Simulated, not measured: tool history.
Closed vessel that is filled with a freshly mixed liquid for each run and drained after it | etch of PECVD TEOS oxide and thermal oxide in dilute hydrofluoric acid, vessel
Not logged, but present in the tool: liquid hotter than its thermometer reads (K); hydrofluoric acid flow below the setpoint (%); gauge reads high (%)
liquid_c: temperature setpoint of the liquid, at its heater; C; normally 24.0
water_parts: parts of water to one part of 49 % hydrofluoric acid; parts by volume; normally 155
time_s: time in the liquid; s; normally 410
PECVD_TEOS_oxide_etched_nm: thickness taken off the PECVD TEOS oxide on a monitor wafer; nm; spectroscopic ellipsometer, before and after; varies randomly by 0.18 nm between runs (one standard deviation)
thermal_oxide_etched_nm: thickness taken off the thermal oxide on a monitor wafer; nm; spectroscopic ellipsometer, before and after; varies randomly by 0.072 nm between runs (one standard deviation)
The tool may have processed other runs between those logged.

run    hour  liquid_c  water_parts  time_s  wafers since the last listed run  hours since the thermometer was replaced  hours since the hydrofluoric acid flow meter was replaced  hours since the gauge calibration  read-back film thickness of the PECVD TEOS oxide reference wafer, read on the same gauge (nm)  read-back film thickness of the thermal oxide reference wafer, read on the same gauge (nm)  PECVD_TEOS_oxide_etched_nm  thermal_oxide_etched_nm
  1     0.0      22.0          155     220                                 0                                     968.5                                                      759.2                              534.6                                                                                         100.01                                                                                       49.97                        9.67                     5.10
  2    35.8      22.0          155     220                              2665                                    1004.3                                                      795.0                              570.4                                                                                         100.03                                                                                       50.02                        9.75                     5.09
  3    78.1      22.0          155     220                              3149                                    1046.6                                                      837.3                              612.7                                                                                         100.02                                                                                       50.01                        9.59                     5.08
  4   131.5      24.0          155     410                              3976                                    1100.0                                                      890.7                              666.1                                                                                          99.96                                                                                       50.03                       19.55                    10.13
  5   192.5      24.0          155     410                              4542                                    1161.0                                                      951.7                              727.1                                                                                          99.99                                                                                       50.02                       19.05                     9.91
  6   218.1      24.0          155     410                              1906                                    1186.6                                                      977.3                              752.7                                                                                         100.00                                                                                       50.05                       18.91                     9.93
      265.7  -- gauge calibrated
  7   270.0      24.0          125     410                              3864                                    1238.5                                                     1029.2                                4.3                                                                                         100.01                                                                                       50.04                       24.47                    12.91
  8   325.3      25.5          155     410                              4117                                    1293.8                                                     1084.5                               59.6                                                                                          99.98                                                                                       50.00                       20.16                    10.46
  9   384.0      25.5          155     410                              4370                                    1352.5                                                     1143.2                              118.3                                                                                         100.01                                                                                       50.01                       19.92                    10.46
 10   423.7      25.5          155     410                              2956                                    1392.2                                                     1182.9                              158.0                                                                                         100.04                                                                                       49.98                       19.80                    10.47
 11   485.2      27.0          135     410                              4579                                    1453.7                                                     1244.4                              219.5                                                                                          99.99                                                                                       50.00                       24.97                    12.84
 12   519.8      27.0          155     235                              2576                                    1488.3                                                     1279.0                              254.1                                                                                         100.01                                                                                       49.98                       12.06                     6.21
      560.3  -- hydrofluoric acid flow meter replaced
 13   568.7      21.0          125     410                              3566                                    1537.2                                                        8.4                              303.0                                                                                          99.98                                                                                       49.99                       23.91                    12.63
      710.8  -- thermometer replaced
 14   765.3      26.5          100     615                             14564                                      54.5                                                      205.0                              499.6                                                                                         100.05                                                                                       50.02                       56.23                    29.63
 15   816.6      24.0          205     605                              3819                                     105.8                                                      256.3                              550.9                                                                                         100.03                                                                                       50.02                       21.64                    11.36
 16   863.1      24.0          210     410                              3462                                     152.3                                                      302.8                              597.4                                                                                         100.04                                                                                       50.02                       14.27                     7.51
      888.0  -- gauge calibrated
 17  1016.7      22.0          215     595                             11436                                     305.9                                                      456.4                              128.7                                                                                         100.03                                                                                       49.99                       18.38                     9.62
 18  1057.4      24.0          155     410                              3030                                     346.6                                                      497.1                              169.4                                                                                          99.96                                                                                       49.96                       19.97                    10.54
 19  1082.1      24.0          230     530                              1839                                     371.3                                                      521.8                              194.1                                                                                         100.00                                                                                       50.01                       16.36                     8.44
 20  1129.3      24.0          155     220                              3514                                     418.5                                                      569.0                              241.3                                                                                          99.99                                                                                       50.03                       10.84                     5.65
 21  1159.8      24.0          155     410                              2271                                     449.0                                                      599.5                              271.8                                                                                          99.96                                                                                       49.97                       20.02                    10.41
 22  1194.2      24.0          135     475                              2561                                     483.4                                                      633.9                              306.2                                                                                         100.04                                                                                       49.98                       27.66                    14.11
 23  1234.2      24.0          195     645                              2978                                     523.4                                                      673.9                              346.2                                                                                         100.02                                                                                       49.99                       23.81                    12.27
 24  1286.9      26.0           85     230                              3924                                     576.1                                                      726.6                              398.9                                                                                         100.01                                                                                       50.00                       24.22                    12.46
 25  1315.3      26.0          180     410                              2114                                     604.5                                                      755.0                              427.3                                                                                         100.02                                                                                       50.01                       17.86                     9.34

Consider 5 possible next runs. They are alternatives, not a sequence: every one starts from the tool as it was left by run 25. What does each give?
  A  1316.1      24.0          155     410                                59                                     605.3                                                      755.8                              428.1                                                                                              ?                                                                                           ?                           ?                        ?
  B  1316.1      22.0           90     220                                59                                     605.3                                                      755.8                              428.1                                                                                              ?                                                                                           ?                           ?                        ?
  C  1316.1      28.0          155     410                                59                                     605.3                                                      755.8                              428.1                                                                                              ?                                                                                           ?                           ?                        ?
  D  1316.1      24.0          155     255                                59                                     605.3                                                      755.8                              428.1                                                                                              ?                                                                                           ?                           ?                        ?
  E  1316.1      29.0           95     410                                59                                     605.3                                                      755.8                              428.1                                                                                              ?                                                                                           ?                           ?                        ?

run  read-back film thickness of the PECVD TEOS oxide reference wafer, read on the same gauge (nm)  read-back film thickness of the thermal oxide reference wafer, read on the same gauge (nm)  PECVD_TEOS_oxide_etched_nm  thermal_oxide_etched_nm
  A                                                                                          99.99                                                                                       49.98                       19.98                    10.37
  B                                                                                          99.99                                                                                       49.98                       18.47                     9.58
  C                                                                                          99.99                                                                                       49.98                       23.17                    12.02
  D                                                                                          99.99                                                                                       49.98                       12.43                     6.45
  E                                                                                          99.99                                                                                       49.98                       42.60                    22.10
Had the tool no hidden state, the same runs would have come out as:
run  PECVD_TEOS_oxide_etched_nm  thermal_oxide_etched_nm
  A                       21.20                    11.00
  B                       19.53                    10.13
  C                       24.62                    12.77
  D                       13.19                     6.84
  E                       45.11                    23.41
